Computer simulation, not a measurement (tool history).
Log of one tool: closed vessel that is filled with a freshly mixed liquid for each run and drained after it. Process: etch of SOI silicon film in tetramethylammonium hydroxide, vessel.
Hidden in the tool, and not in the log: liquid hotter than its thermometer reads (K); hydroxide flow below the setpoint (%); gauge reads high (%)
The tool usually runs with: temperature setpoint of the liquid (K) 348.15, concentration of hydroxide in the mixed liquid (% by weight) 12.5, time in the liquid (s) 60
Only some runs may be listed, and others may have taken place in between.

| run | hour | temperature setpoint of the liquid (K) | concentration of hydroxide in the mixed liquid (% by weight) | time in the liquid (s) | wafers since the last listed run | hours since the thermometer was replaced | hours since the hydroxide flow meter was replaced | hours since the gauge calibration | read-back film thickness of the SOI silicon film reference wafer, read on the same gauge (nm) | thickness taken off the SOI silicon film on a monitor wafer (angstrom) |
|---|---|---|---|---|---|---|---|---|---|---|
| 1 | 0 | 348.15 | 12.5 | 60 | 0 | 1004 | 1167.3 | 130.6 | 109.99 | 6285.3 |
| 2 | 46.7 | 348.15 | 12.5 | 60 | 3526 | 1050.7 | 1214 | 177.3 | 110.01 | 6409.3 |
| 3 | 77.2 | 348.15 | 11 | 60 | 2303 | 1081.2 | 1244.5 | 207.8 | 110 | 6704.6 |
| 4 | 117.3 | 348.15 | 11 | 60 | 3028 | 1121.3 | 1284.6 | 247.9 | 109.99 | 6744 |
| 5 | 175.4 | 348.15 | 12.5 | 60 | 4387 | 1179.4 | 1342.7 | 306 | 109.97 | 6349.1 |
| 6 | 221.2 | 348.15 | 12.5 | 60 | 3458 | 1225.2 | 1388.5 | 351.8 | 109.96 | 6476.9 |
| 7 | 260.4 | 348.15 | 12.5 | 60 | 2960 | 1264.4 | 1427.7 | 391 | 109.99 | 6414 |
| 8 | 302.9 | 352.15 | 12.5 | 60 | 3209 | 1306.9 | 1470.2 | 433.5 | 109.99 | 8011.7 |
| 9 | 368 | 352.15 | 12.5 | 60 | 4916 | 1372 | 1535.3 | 498.6 | 109.99 | 7991.3 |
| 10 | 416.9 | 348.15 | 12.5 | 60 | 3693 | 1420.9 | 1584.2 | 547.5 | 109.98 | 6474.1 |
|  | 505 | hydroxide flow meter replaced |
|  | 539.9 | gauge calibrated |
| 11 | 544.3 | 341.15 | 12.5 | 80 | 9546 | 1548.3 | 39.3 | 4.4 | 110.02 | 5515.2 |
| 12 | 597.6 | 346.15 | 12.5 | 80 | 4025 | 1601.6 | 92.6 | 57.7 | 110 | 7381 |
| 13 | 626.8 | 350.15 | 14.5 | 50 | 2205 | 1630.8 | 121.8 | 86.9 | 110.02 | 5478.1 |
| 14 | 660.6 | 348.15 | 12.5 | 60 | 2552 | 1664.6 | 155.6 | 120.7 | 110.02 | 6295 |
|  | 676 | thermometer replaced |
| 15 | 716.6 | 348.15 | 12.5 | 60 | 4153 | 40.6 | 211.6 | 176.7 | 110.01 | 5760 |
| 16 | 744.1 | 354.65 | 8.5 | 80 | 2076 | 68.1 | 239.1 | 204.2 | 110 | 12678.6 |
| 17 | 809.2 | 348.15 | 12.5 | 60 | 4916 | 133.2 | 304.2 | 269.3 | 109.99 | 5765.1 |
| 18 | 855.4 | 341.65 | 14 | 30 | 3489 | 179.4 | 350.4 | 315.5 | 110.02 | 1894.5 |
| 19 | 884.9 | 341.65 | 12.5 | 80 | 2227 | 208.9 | 379.9 | 345 | 109.98 | 5333.6 |
| 20 | 936.6 | 348.15 | 12.5 | 60 | 3904 | 260.6 | 431.6 | 396.7 | 109.97 | 5833.7 |

Predict each of these 3 candidate next runs independently; none follows another, all start after run 20:
| A | 937.3 | 348.15 | 12.5 | 60 | 52 | 261.3 | 432.3 | 397.4 | ? | ? |
| B | 937.3 | 348.15 | 12.5 | 85 | 52 | 261.3 | 432.3 | 397.4 | ? | ? |
| C | 937.3 | 345.15 | 11.5 | 75 | 52 | 261.3 | 432.3 | 397.4 | ? | ? |

| run | read-back film thickness of the SOI silicon film reference wafer, read on the same gauge (nm) | thickness taken off the SOI silicon film on a monitor wafer (angstrom) |
|---|---|---|
| A | 110 | 5881.4 |
| B | 110 | 8332 |
| C | 110 | 6388.6 |
With no hidden state in the tool, these same runs would have given:
| run | thickness taken off the SOI silicon film on a monitor wafer (angstrom) |
|---|---|
| A | 5703.5 |
| B | 8080 |
| C | 6205.8 |
